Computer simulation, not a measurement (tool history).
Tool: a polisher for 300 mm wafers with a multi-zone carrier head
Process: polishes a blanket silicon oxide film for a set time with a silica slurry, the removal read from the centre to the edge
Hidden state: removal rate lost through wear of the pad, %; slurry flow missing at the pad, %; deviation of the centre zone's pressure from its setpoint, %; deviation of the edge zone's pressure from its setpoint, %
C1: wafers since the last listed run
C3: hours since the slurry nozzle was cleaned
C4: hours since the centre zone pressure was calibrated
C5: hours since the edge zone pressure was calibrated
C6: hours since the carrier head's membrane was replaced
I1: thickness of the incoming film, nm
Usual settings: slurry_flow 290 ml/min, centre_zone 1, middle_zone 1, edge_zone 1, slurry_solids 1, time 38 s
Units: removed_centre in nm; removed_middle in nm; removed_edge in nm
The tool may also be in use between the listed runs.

Run 1, hour 0: usual settings but edge_zone 0.93; C1 0; wafers polished on this pad 1203; C3 659.3; C4 186.3; C5 205.5; C6 21.2; I1 1257.8. Result: removed_centre 85.9 nm, removed_middle 85.7 nm, removed_edge 83.8 nm.
Run 2, hour 54.7: usual settings but slurry_flow 355 ml/min; C1 496; wafers polished on this pad 1700; C3 714; C4 241; C5 260.2; C6 75.9; I1 1249.7. Result: removed_centre 88.7 nm, removed_middle 87.5 nm, removed_edge 87.1 nm.
At hour 68.1: slurry nozzle cleaned.
Run 3, hour 88.1: usual settings but slurry_flow 345 ml/min; C1 294; wafers polished on this pad 1994; C3 20; C4 274.4; C5 293.6; C6 109.3; I1 1232.1. Result: removed_centre 87.6 nm, removed_middle 87.3 nm, removed_edge 86.3 nm.
Run 4, hour 117.6: usual settings but middle_zone 0.97; C1 267; wafers polished on this pad 2262; C3 49.5; C4 303.9; C5 323.1; C6 138.8; I1 1251.9. Result: removed_centre 86.7 nm, removed_middle 85.4 nm, removed_edge 88.3 nm.
Run 5, hour 163.2: usual settings; C1 413; wafers polished on this pad 2675; C3 95.1; C4 349.5; C5 368.7; C6 184.4; I1 1225.4. Result: removed_centre 87.9 nm, removed_middle 84.1 nm, removed_edge 86.4 nm.
At hour 200.9: worn pad replaced by a new one.
Run 6, hour 220.3: usual settings; C1 481; wafers polished on this pad 175; C3 152.2; C4 406.6; C5 425.8; C6 241.5; I1 1253.4. Result: removed_centre 86.8 nm, removed_middle 86 nm, removed_edge 86.8 nm.
Run 7, hour 266.7: usual settings but centre_zone 1.03, edge_zone 1.05, slurry_solids 0.9; C1 421; wafers polished on this pad 596; C3 198.6; C4 453; C5 472.2; C6 287.9; I1 1236.2. Result: removed_centre 85.8 nm, removed_middle 83 nm, removed_edge 85.3 nm.
At hour 283.4: centre zone pressure recalibrated.
Run 8, hour 304.4: usual settings but slurry_flow 195 ml/min, centre_zone 1.09, slurry_solids 0.75; C1 323; wafers polished on this pad 920; C3 236.3; C4 21; C5 509.9; C6 325.6; I1 1232.9. Result: removed_centre 80.5 nm, removed_middle 74.7 nm, removed_edge 74.4 nm.
Run 9, hour 345.3: usual settings but centre_zone 0.92; C1 371; wafers polished on this pad 1291; C3 277.2; C4 61.9; C5 550.8; C6 366.5; I1 1249.1. Result: removed_centre 79.3 nm, removed_middle 85.9 nm, removed_edge 87.6 nm.
Run 10, hour 382.3: usual settings but slurry_flow 390 ml/min, centre_zone 0.94, middle_zone 1.06, time 28 s; C1 335; wafers polished on this pad 1627; C3 314.2; C4 98.9; C5 587.8; C6 403.5; I1 1241.4. Result: removed_centre 62.7 nm, removed_middle 67.9 nm, removed_edge 65.2 nm.
Run 11, hour 448: usual settings but slurry_solids 1.1; C1 596; wafers polished on this pad 2223; C3 379.9; C4 164.6; C5 653.5; C6 469.2; I1 1245. Result: removed_centre 90 nm, removed_middle 89.1 nm, removed_edge 88.8 nm.
At hour 477.3: carrier head's membrane replaced by a new one.
Run 12, hour 493.3: usual settings but slurry_flow 325 ml/min, centre_zone 1.1, edge_zone 0.89; C1 365; wafers polished on this pad 2589; C3 425.2; C4 209.9; C5 698.8; C6 16; I1 1273.7. Result: removed_centre 98.1 nm, removed_middle 86.5 nm, removed_edge 83.9 nm.
At hour 520: worn pad replaced by a new one.
Run 13, hour 564.5: usual settings; C1 609; wafers polished on this pad 404; C3 496.4; C4 281.1; C5 770; C6 87.2; I1 1246.9. Result: removed_centre 87.6 nm, removed_middle 85.4 nm, removed_edge 86.2 nm.
Run 14, hour 631.3: usual settings but centre_zone 0.95, middle_zone 0.96, edge_zone 1.09, slurry_solids 0.9; C1 606; wafers polished on this pad 1010; C3 563.2; C4 347.9; C5 836.8; C6 154; I1 1232.1. Result: removed_centre 77.8 nm, removed_middle 80.4 nm, removed_edge 88.8 nm.

Forecast run 15:
Run 15, hour 672.1: usual settings but slurry_flow 260 ml/min, middle_zone 1.12, slurry_solids 1.25, time 28 s; C1 370; wafers polished on this pad 1380; C3 604; C4 388.7; C5 877.6; C6 194.8; I1 1237.9. Result: removed_centre ?, removed_middle ?, removed_edge ?.

{"run 15": {"removed_centre": 67.5, "removed_middle": 74, "removed_edge": 68.6}}
Without the tool's hidden state the same run would have given removed_centre 67.5 nm, removed_middle 74 nm, removed_edge 68.6 nm.
